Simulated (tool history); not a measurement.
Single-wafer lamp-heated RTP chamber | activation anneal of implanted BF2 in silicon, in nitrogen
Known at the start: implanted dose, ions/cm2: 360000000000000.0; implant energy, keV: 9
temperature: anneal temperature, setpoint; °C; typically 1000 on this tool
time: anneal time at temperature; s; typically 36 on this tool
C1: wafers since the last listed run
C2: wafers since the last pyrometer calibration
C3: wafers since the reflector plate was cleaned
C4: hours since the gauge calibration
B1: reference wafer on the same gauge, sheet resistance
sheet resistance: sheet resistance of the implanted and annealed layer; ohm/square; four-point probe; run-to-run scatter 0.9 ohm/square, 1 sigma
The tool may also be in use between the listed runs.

run 1 hour=0.0 | temperature=989 time=36 | C1=0 C2=5562 C3=3754 C4=100.6 | B1=335.15 | sheet_resistance=401.35
run 2 hour=8.7 | temperature=989 time=36 | C1=93 C2=5656 C3=3848 C4=109.3 | B1=335.03 | sheet_resistance=400.29
run 3 hour=21.7 | temperature=1000 time=49 | C1=140 C2=5796 C3=3988 C4=122.3 | B1=334.70 | sheet_resistance=381.07
run 4 hour=31.8 | temperature=1012 time=31 | C1=108 C2=5905 C3=4097 C4=132.4 | B1=334.87 | sheet_resistance=384.12
-- hour=34.6 gauge calibrated
run 5 hour=47.2 | temperature=1012 time=31 | C1=166 C2=6071 C3=4263 C4=12.6 | B1=334.62 | sheet_resistance=383.18
run 6 hour=58.0 | temperature=1000 time=36 | C1=116 C2=6188 C3=4380 C4=23.4 | B1=335.12 | sheet_resistance=389.73
run 7 hour=68.1 | temperature=1000 time=36 | C1=108 C2=6297 C3=4489 C4=33.5 | B1=334.82 | sheet_resistance=390.82
run 8 hour=84.7 | temperature=1000 time=36 | C1=179 C2=6476 C3=4668 C4=50.1 | B1=334.96 | sheet_resistance=388.69
run 9 hour=93.9 | temperature=1000 time=36 | C1=99 C2=6575 C3=4767 C4=59.3 | B1=335.05 | sheet_resistance=389.79
run 10 hour=105.3 | temperature=1000 time=36 | C1=123 C2=6698 C3=4890 C4=70.7 | B1=335.01 | sheet_resistance=390.51
run 11 hour=114.4 | temperature=1000 time=36 | C1=98 C2=6796 C3=4989 C4=79.8 | B1=335.33 | sheet_resistance=387.46
-- hour=138.2 pyrometer window cleaned and pyrometer calibrated
run 12 hour=138.7 | temperature=1000 time=36 | C1=175 C2=5 C3=5164 C4=104.1 | B1=334.74 | sheet_resistance=397.57
run 13 hour=146.5 | temperature=1000 time=41 | C1=84 C2=89 C3=5249 C4=111.9 | B1=335.19 | sheet_resistance=394.64
run 14 hour=162.2 | temperature=1016 time=36 | C1=169 C2=259 C3=5418 C4=127.6 | B1=335.02 | sheet_resistance=382.94
-- hour=173.4 gauge calibrated
-- hour=178.4 reflector plate cleaned
run 15 hour=178.9 | temperature=1017 time=23 | C1=93 C2=352 C3=5 C4=5.5 | B1=335.00 | sheet_resistance=394.27
run 16 hour=189.3 | temperature=1000 time=57 | C1=112 C2=465 C3=117 C4=15.9 | B1=335.31 | sheet_resistance=384.98
run 17 hour=202.3 | temperature=1010 time=23 | C1=140 C2=605 C3=257 C4=28.9 | B1=335.28 | sheet_resistance=400.91
run 18 hour=217.5 | temperature=1011 time=16 | C1=164 C2=769 C3=421 C4=44.1 | B1=335.32 | sheet_resistance=407.15
run 19 hour=230.4 | temperature=1018 time=16 | C1=139 C2=908 C3=560 C4=57.0 | B1=334.97 | sheet_resistance=400.19
run 20 hour=246.3 | temperature=1000 time=36 | C1=171 C2=1080 C3=732 C4=72.9 | B1=335.12 | sheet_resistance=396.60
run 21 hour=256.4 | temperature=1000 time=36 | C1=108 C2=1189 C3=841 C4=83.0 | B1=334.84 | sheet_resistance=396.98
run 22 hour=271.1 | temperature=1010 time=23 | C1=158 C2=1347 C3=999 C4=97.7 | B1=334.83 | sheet_resistance=399.73
run 23 hour=283.8 | temperature=1000 time=36 | C1=137 C2=1484 C3=1136 C4=110.4 | B1=335.01 | sheet_resistance=397.14
run 24 hour=293.5 | temperature=982 time=51 | C1=104 C2=1589 C3=1241 C4=120.1 | B1=335.02 | sheet_resistance=409.08

3 options for the next run, each taken on its own from the tool as it stands now. Forecast them:
run A hour=293.9 | temperature=1000 time=36 | C1=4 C2=1593 C3=1245 C4=120.5 | B1=? | sheet_resistance=?
run B hour=293.9 | temperature=984 time=26 | C1=4 C2=1593 C3=1245 C4=120.5 | B1=? | sheet_resistance=?
run C hour=293.9 | temperature=992 time=48 | C1=4 C2=1593 C3=1245 C4=120.5 | B1=? | sheet_resistance=?

run=A B1=335.00 sheet_resistance=397.79
run=B B1=335.00 sheet_resistance=426.03
run=C B1=335.00 sheet_resistance=398.42
The same runs, with their run-to-run variation unchanged, on a tool lacking any hidden condition would have given:
run=A sheet_resistance=399.94
run=B sheet_resistance=429.71
run=C sheet_resistance=400.92
